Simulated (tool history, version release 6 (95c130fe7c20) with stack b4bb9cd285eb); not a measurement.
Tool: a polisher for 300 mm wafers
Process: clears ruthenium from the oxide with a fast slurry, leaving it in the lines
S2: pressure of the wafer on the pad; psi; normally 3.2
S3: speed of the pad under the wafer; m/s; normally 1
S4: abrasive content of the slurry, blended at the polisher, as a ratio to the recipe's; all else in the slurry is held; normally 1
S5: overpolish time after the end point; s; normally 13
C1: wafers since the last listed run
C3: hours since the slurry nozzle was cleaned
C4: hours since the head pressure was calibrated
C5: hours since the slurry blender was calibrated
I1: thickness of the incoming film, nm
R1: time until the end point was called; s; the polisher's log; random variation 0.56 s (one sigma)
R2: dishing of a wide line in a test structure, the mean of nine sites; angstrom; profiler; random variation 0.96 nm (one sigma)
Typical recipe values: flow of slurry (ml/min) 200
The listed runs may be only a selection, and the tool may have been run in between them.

{"run": 1, "hour": 0.0, "flow of slurry (ml/min)": 200, "S2": 3.2, "S3": 1.08, "S4": 1, "S5": 13, "C1": 0, "wafers polished on this pad": 308, "C3": 462.7, "C4": 723.5, "C5": 117.2, "I1": 168.7, "R1": 33.6, "R2": 475}
{"run": 2, "hour": 15.8, "flow of slurry (ml/min)": 200, "S2": 3.2, "S3": 1.08, "S4": 1, "S5": 13, "C1": 223, "wafers polished on this pad": 531, "C3": 478.5, "C4": 739.3, "C5": 133, "I1": 169.7, "R1": 34.6, "R2": 484}
{"run": 3, "hour": 25.7, "flow of slurry (ml/min)": 200, "S2": 3.2, "S3": 1.08, "S4": 1, "S5": 13, "C1": 140, "wafers polished on this pad": 671, "C3": 488.4, "C4": 749.2, "C5": 142.9, "I1": 170.3, "R1": 35, "R2": 491}
{"run": 4, "hour": 32.6, "flow of slurry (ml/min)": 200, "S2": 2.8, "S3": 0.86, "S4": 1, "S5": 13, "C1": 97, "wafers polished on this pad": 769, "C3": 495.3, "C4": 756.1, "C5": 149.8, "I1": 167.6, "R1": 48.4, "R2": 365}
{"run": 5, "hour": 43.2, "flow of slurry (ml/min)": 200, "S2": 3.2, "S3": 1, "S4": 1, "S5": 13, "C1": 149, "wafers polished on this pad": 919, "C3": 505.9, "C4": 766.7, "C5": 160.4, "I1": 170.3, "R1": 37.6, "R2": 446}
{"hour": 47.6, "done": "worn pad replaced by a new one"}
{"hour": 51.8, "done": "slurry blender recalibrated"}
{"run": 6, "hour": 58.3, "flow of slurry (ml/min)": 200, "S2": 3.2, "S3": 1, "S4": 1, "S5": 13, "C1": 128, "wafers polished on this pad": 122, "C3": 521, "C4": 781.8, "C5": 6.5, "I1": 169.5, "R1": 36.8, "R2": 453}
{"run": 7, "hour": 68.1, "flow of slurry (ml/min)": 200, "S2": 3.2, "S3": 1, "S4": 1, "S5": 13, "C1": 138, "wafers polished on this pad": 261, "C3": 530.8, "C4": 791.6, "C5": 16.3, "I1": 170.3, "R1": 36.6, "R2": 476}
{"run": 8, "hour": 80.5, "flow of slurry (ml/min)": 200, "S2": 3.2, "S3": 1, "S4": 1, "S5": 13, "C1": 175, "wafers polished on this pad": 436, "C3": 543.2, "C4": 804, "C5": 28.7, "I1": 167.7, "R1": 36.6, "R2": 464}
{"hour": 110.3, "done": "worn pad replaced by a new one"}
{"run": 9, "hour": 118.6, "flow of slurry (ml/min)": 200, "S2": 3.2, "S3": 1, "S4": 1.25, "S5": 7, "C1": 482, "wafers polished on this pad": 117, "C3": 581.3, "C4": 842.1, "C5": 66.8, "I1": 172.1, "R1": 35.5, "R2": 277}
{"run": 10, "hour": 135.1, "flow of slurry (ml/min)": 200, "S2": 3.2, "S3": 1, "S4": 1, "S5": 13, "C1": 233, "wafers polished on this pad": 350, "C3": 597.8, "C4": 858.6, "C5": 83.3, "I1": 167.2, "R1": 37.3, "R2": 445}
{"run": 11, "hour": 145.3, "flow of slurry (ml/min)": 200, "S2": 3.2, "S3": 1, "S4": 1, "S5": 13, "C1": 144, "wafers polished on this pad": 494, "C3": 608, "C4": 868.8, "C5": 93.5, "I1": 170.8, "R1": 38.1, "R2": 457}
{"hour": 150.1, "done": "head pressure recalibrated"}
{"run": 12, "hour": 156.4, "flow of slurry (ml/min)": 200, "S2": 3.2, "S3": 1, "S4": 1, "S5": 13, "C1": 128, "wafers polished on this pad": 623, "C3": 619.1, "C4": 6.3, "C5": 104.6, "I1": 169.6, "R1": 37, "R2": 468}
{"run": 13, "hour": 164.4, "flow of slurry (ml/min)": 200, "S2": 3.2, "S3": 1, "S4": 1, "S5": 13, "C1": 113, "wafers polished on this pad": 736, "C3": 627.1, "C4": 14.3, "C5": 112.6, "I1": 167.6, "R1": 37.5, "R2": 460}
{"hour": 170.4, "done": "worn pad replaced by a new one"}
{"run": 14, "hour": 180.7, "flow of slurry (ml/min)": 200, "S2": 3.2, "S3": 1, "S4": 1, "S5": 13, "C1": 174, "wafers polished on this pad": 145, "C3": 643.4, "C4": 30.6, "C5": 128.9, "I1": 168.8, "R1": 37.7, "R2": 437}
{"run": 15, "hour": 194.3, "flow of slurry (ml/min)": 200, "S2": 3.2, "S3": 0.9, "S4": 0.85, "S5": 10, "C1": 192, "wafers polished on this pad": 338, "C3": 657, "C4": 44.2, "C5": 142.5, "I1": 169.5, "R1": 43, "R2": 317}
{"run": 16, "hour": 203.4, "flow of slurry (ml/min)": 130, "S2": 3.2, "S3": 1.32, "S4": 1, "S5": 17, "C1": 128, "wafers polished on this pad": 466, "C3": 666.1, "C4": 53.3, "C5": 151.6, "I1": 167.2, "R1": 30.3, "R2": 646}
{"run": 17, "hour": 211.9, "flow of slurry (ml/min)": 200, "S2": 3.2, "S3": 1, "S4": 1, "S5": 5, "C1": 120, "wafers polished on this pad": 587, "C3": 674.6, "C4": 61.8, "C5": 160.1, "I1": 170.4, "R1": 37.6, "R2": 201}
{"run": 18, "hour": 224.2, "flow of slurry (ml/min)": 200, "S2": 2.9, "S3": 1, "S4": 1, "S5": 13, "C1": 174, "wafers polished on this pad": 761, "C3": 686.9, "C4": 74.1, "C5": 172.4, "I1": 170.7, "R1": 42, "R2": 411}
{"hour": 235.7, "done": "worn pad replaced by a new one"}
{"run": 19, "hour": 237.1, "flow of slurry (ml/min)": 155, "S2": 3.2, "S3": 1.22, "S4": 1, "S5": 13, "C1": 125, "wafers polished on this pad": 19, "C3": 699.8, "C4": 87, "C5": 185.3, "I1": 170.7, "R1": 31, "R2": 506}
{"hour": 248.1, "done": "slurry nozzle cleaned"}
{"run": 20, "hour": 249.4, "flow of slurry (ml/min)": 130, "S2": 3.2, "S3": 1.32, "S4": 1, "S5": 17, "C1": 159, "wafers polished on this pad": 179, "C3": 1.3, "C4": 99.3, "C5": 197.6, "I1": 167.5, "R1": 30.2, "R2": 639}
{"hour": 273.4, "done": "slurry blender recalibrated"}
{"run": 21, "hour": 276.8, "flow of slurry (ml/min)": 155, "S2": 3.2, "S3": 1.22, "S4": 1, "S5": 13, "C1": 359, "wafers polished on this pad": 538, "C3": 28.7, "C4": 126.7, "C5": 3.4, "I1": 168.1, "R1": 31.6, "R2": 506}
{"run": 22, "hour": 286.2, "flow of slurry (ml/min)": 200, "S2": 3.2, "S3": 1, "S4": 1.25, "S5": 13, "C1": 132, "wafers polished on this pad": 671, "C3": 38.1, "C4": 136.1, "C5": 12.8, "I1": 166.7, "R1": 34, "R2": 479}
{"run": 23, "hour": 293.7, "flow of slurry (ml/min)": 200, "S2": 3.2, "S3": 1.16, "S4": 1, "S5": 13, "C1": 106, "wafers polished on this pad": 777, "C3": 45.6, "C4": 143.6, "C5": 20.3, "I1": 167.6, "R1": 31.7, "R2": 507}
{"hour": 305.7, "done": "worn pad replaced by a new one"}
{"run": 24, "hour": 307.3, "flow of slurry (ml/min)": 150, "S2": 3.2, "S3": 1, "S4": 1, "S5": 13, "C1": 135, "wafers polished on this pad": 22, "C3": 59.2, "C4": 157.2, "C5": 33.9, "I1": 172.9, "R1": 39.5, "R2": 431}
{"run": 25, "hour": 319.4, "flow of slurry (ml/min)": 200, "S2": 4.3, "S3": 1, "S4": 1, "S5": 13, "C1": 171, "wafers polished on this pad": 193, "C3": 71.3, "C4": 169.3, "C5": 46, "I1": 169.6, "R1": 29.1, "R2": 562}
{"run": 26, "hour": 326.6, "flow of slurry (ml/min)": 200, "S2": 3.2, "S3": 0.84, "S4": 1, "S5": 21, "C1": 101, "wafers polished on this pad": 295, "C3": 78.5, "C4": 176.5, "C5": 53.2, "I1": 170, "R1": 43.9, "R2": 576}
{"run": 27, "hour": 335.2, "flow of slurry (ml/min)": 145, "S2": 3.2, "S3": 1, "S4": 1, "S5": 15, "C1": 121, "wafers polished on this pad": 417, "C3": 87.1, "C4": 185.1, "C5": 61.8, "I1": 169.5, "R1": 39.8, "R2": 481}
{"run": 28, "hour": 350.9, "flow of slurry (ml/min)": 200, "S2": 3.2, "S3": 1, "S4": 1, "S5": 13, "C1": 222, "wafers polished on this pad": 639, "C3": 102.8, "C4": 200.8, "C5": 77.5, "I1": 171.5, "R1": 38.4, "R2": 443}

Entry by entry between the runs, the difference in hidden state between the last listed run before and the first listed run after:
Run 5 -> run 6: worn pad replaced by a new one (hour 47.6); slurry blender recalibrated (hour 51.8)
  the hidden state is the same at both runs
Run 8 -> run 9: worn pad replaced by a new one (hour 110.3)
  the hidden state is the same at both runs
Run 11 -> run 12: head pressure recalibrated (hour 150.1)
  the hidden state is the same at both runs
Run 13 -> run 14: worn pad replaced by a new one (hour 170.4)
  the hidden state is the same at both runs
Run 18 -> run 19: worn pad replaced by a new one (hour 235.7)
  the hidden state is the same at both runs
Run 19 -> run 20: slurry nozzle cleaned (hour 248.1)
  the hidden state is the same at both runs
Run 20 -> run 21: slurry blender recalibrated (hour 273.4)
  the hidden state is the same at both runs
Run 23 -> run 24: worn pad replaced by a new one (hour 305.7)
  the hidden state is the same at both runs
